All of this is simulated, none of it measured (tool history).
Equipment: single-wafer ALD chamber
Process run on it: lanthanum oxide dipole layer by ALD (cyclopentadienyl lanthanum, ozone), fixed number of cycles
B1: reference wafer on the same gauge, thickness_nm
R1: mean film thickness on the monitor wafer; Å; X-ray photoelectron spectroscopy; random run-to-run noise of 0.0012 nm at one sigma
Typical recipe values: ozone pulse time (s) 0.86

Run 1, hour 0.0: usual settings but ozone pulse time (s) 1.06; B1 0.537. Result: R1 5.06 Å.
Run 2, hour 9.3: usual settings but ozone pulse time (s) 0.70; B1 0.537. Result: R1 4.04 Å.
At hour 21.5: showerhead replaced.
Run 3, hour 22.0: usual settings; B1 0.537. Result: R1 4.59 Å.
Run 4, hour 34.1: usual settings; B1 0.537. Result: R1 4.57 Å.
At hour 49.7: ozone generator serviced.
Run 5, hour 50.9: usual settings but ozone pulse time (s) 0.61; B1 0.537. Result: R1 3.88 Å.
Run 6, hour 64.4: usual settings; B1 0.537. Result: R1 4.82 Å.
Run 7, hour 75.5: usual settings; B1 0.537. Result: R1 4.83 Å.
Run 8, hour 84.5: usual settings; B1 0.537. Result: R1 4.82 Å.
Run 9, hour 93.2: usual settings; B1 0.537. Result: R1 4.81 Å.
Run 10, hour 106.9: usual settings; B1 0.537. Result: R1 4.82 Å.
At hour 139.4: gauge calibrated.
At hour 145.6: thermocouple changed; heater temperature recalibrated.
Run 11, hour 148.4: usual settings but ozone pulse time (s) 0.67; B1 0.537. Result: R1 4.14 Å.
Run 12, hour 166.2: usual settings but ozone pulse time (s) 1.06; B1 0.537. Result: R1 5.21 Å.
Run 13, hour 174.1: usual settings but ozone pulse time (s) 0.75; B1 0.537. Result: R1 4.46 Å.
Run 14, hour 191.8: usual settings but ozone pulse time (s) 0.73; B1 0.537. Result: R1 4.38 Å.
Run 15, hour 203.1: usual settings; B1 0.537. Result: R1 4.78 Å.
Run 16, hour 218.6: usual settings but ozone pulse time (s) 1.09; B1 0.537. Result: R1 5.27 Å.
Run 17, hour 232.4: usual settings but ozone pulse time (s) 0.53; B1 0.537. Result: R1 3.39 Å.
Run 18, hour 250.4: usual settings but ozone pulse time (s) 0.77; B1 0.537. Result: R1 4.48 Å.
Run 19, hour 264.2: usual settings but ozone pulse time (s) 0.58; B1 0.537. Result: R1 3.65 Å.
Run 20, hour 279.8: usual settings but ozone pulse time (s) 1.20; B1 0.537. Result: R1 5.41 Å.
Run 21, hour 288.5: usual settings but ozone pulse time (s) 1.18; B1 0.537. Result: R1 5.37 Å.
Run 22, hour 298.3: usual settings but ozone pulse time (s) 0.68; B1 0.537. Result: R1 4.16 Å.
Run 23, hour 305.4: usual settings but ozone pulse time (s) 0.64; B1 0.537. Result: R1 3.95 Å.
Run 24, hour 315.8: usual settings but ozone pulse time (s) 0.98; B1 0.537. Result: R1 5.05 Å.
Run 25, hour 324.7: usual settings but ozone pulse time (s) 0.55; B1 0.537. Result: R1 3.48 Å.

Predict the results of run 26:
Run 26, hour 338.3: usual settings; B1 ?. Result: R1 ?.

{"run 26": {"B1": 0.537, "R1": 4.74}}
Without the tool's hidden state the same run would have given R1 4.81 Å.

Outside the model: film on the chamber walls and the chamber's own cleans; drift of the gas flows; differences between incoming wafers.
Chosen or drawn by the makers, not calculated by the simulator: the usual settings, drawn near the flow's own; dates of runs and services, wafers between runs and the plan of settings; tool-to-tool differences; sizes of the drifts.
